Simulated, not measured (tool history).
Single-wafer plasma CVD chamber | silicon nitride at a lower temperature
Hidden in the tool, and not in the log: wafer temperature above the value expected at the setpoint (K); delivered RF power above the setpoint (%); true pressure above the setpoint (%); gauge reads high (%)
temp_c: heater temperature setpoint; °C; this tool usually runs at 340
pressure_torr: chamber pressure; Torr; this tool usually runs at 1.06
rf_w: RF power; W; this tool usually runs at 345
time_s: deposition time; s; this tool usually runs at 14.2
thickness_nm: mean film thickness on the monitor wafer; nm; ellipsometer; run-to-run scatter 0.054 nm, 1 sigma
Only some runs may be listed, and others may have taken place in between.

run,hour,temp_c,pressure_torr,rf_w,time_s,wafers since the last listed run,hours since the last thermocouple change,hours since the last RF generator calibration,hours since the last manometer calibration,hours since the showerhead was replaced,hours since the gauge calibration,"read-back reference wafer on the same gauge, thickness_nm",thickness_nm
1,0,340,1.06,385,12,0,2417.9,976.7,2458.2,5982,71.4,18.812,14.231
2,15.9,340,1.06,385,12,590,2433.8,992.6,2474.1,5997.9,87.3,18.793,14.196
3,23.1,340,1.06,385,12,267,2441,999.8,2481.3,6005.1,94.5,18.787,14.328
4,38.2,340,1.06,345,14.2,561,2456.1,1014.9,2496.4,6020.2,109.6,18.799,15.123
5,52,340,1.06,345,14.2,512,2469.9,1028.7,2510.2,6034,123.4,18.796,15.247
# hour 62.2: capacitance manometer re-zeroed and calibrated
6,66.1,345,1.06,345,14.2,226,2484,1042.8,3.9,6048.1,137.5,18.799,15.236
# hour 79.6: showerhead replaced
# hour 81.6: RF generator calibrated
# hour 87.7: thermocouple changed; heater temperature recalibrated
7,88.2,345,1.06,345,14.2,223,0.5,6.6,26,8.6,159.6,18.803,14.385
8,88.5,340,1.06,345,14.2,11,0.8,6.9,26.3,8.9,159.9,18.77,14.441
# hour 108.7: RF generator calibrated, repeated, since the last time left the tool worse
9,109.2,345,1.06,345,14.2,471,21.5,0.5,47,29.6,180.6,18.796,15.917
# hour 109.9: gauge calibrated
10,114.6,340,0.95,320,14.2,200,26.9,5.9,52.4,35,4.7,18.807,14.388
11,127,336,1.06,345,15.2,460,39.3,18.3,64.8,47.4,17.1,18.826,16.971
12,138.8,340,1.06,385,12,438,51.1,30.1,76.6,59.2,28.9,18.779,14.889
13,146,340,1.06,375,14.2,267,58.3,37.3,83.8,66.4,36.1,18.786,17.125
14,162.5,346,1.06,395,16.9,613,74.8,53.8,100.3,82.9,52.6,18.813,21.278
15,174.8,340,1.06,385,12,457,87.1,66.1,112.6,95.2,64.9,18.777,14.884
16,187.5,340,1.2,345,14.2,471,99.8,78.8,125.3,107.9,77.6,18.798,16.319
17,205,340,1.06,345,14.2,650,117.3,96.3,142.8,125.4,95.1,18.782,15.635

Below are 4 alternative next runs, each starting from the tool's condition after run 17. Predict each:
A,205.4,340,1.06,345,14.2,14,117.7,96.7,143.2,125.8,95.5,?,?
B,205.4,340,1.06,345,16.9,14,117.7,96.7,143.2,125.8,95.5,?,?
C,205.4,354,1.06,345,14.2,14,117.7,96.7,143.2,125.8,95.5,?,?
D,205.4,340,1.26,345,14.2,14,117.7,96.7,143.2,125.8,95.5,?,?

run,"read-back reference wafer on the same gauge, thickness_nm",thickness_nm
A,18.795,15.653
B,18.795,18.622
C,18.795,15.577
D,18.795,16.326
The same runs, with their run-to-run variation unchanged, on a tool lacking any hidden condition would have given:
run,thickness_nm
A,15.953
B,18.979
C,15.875
D,16.639
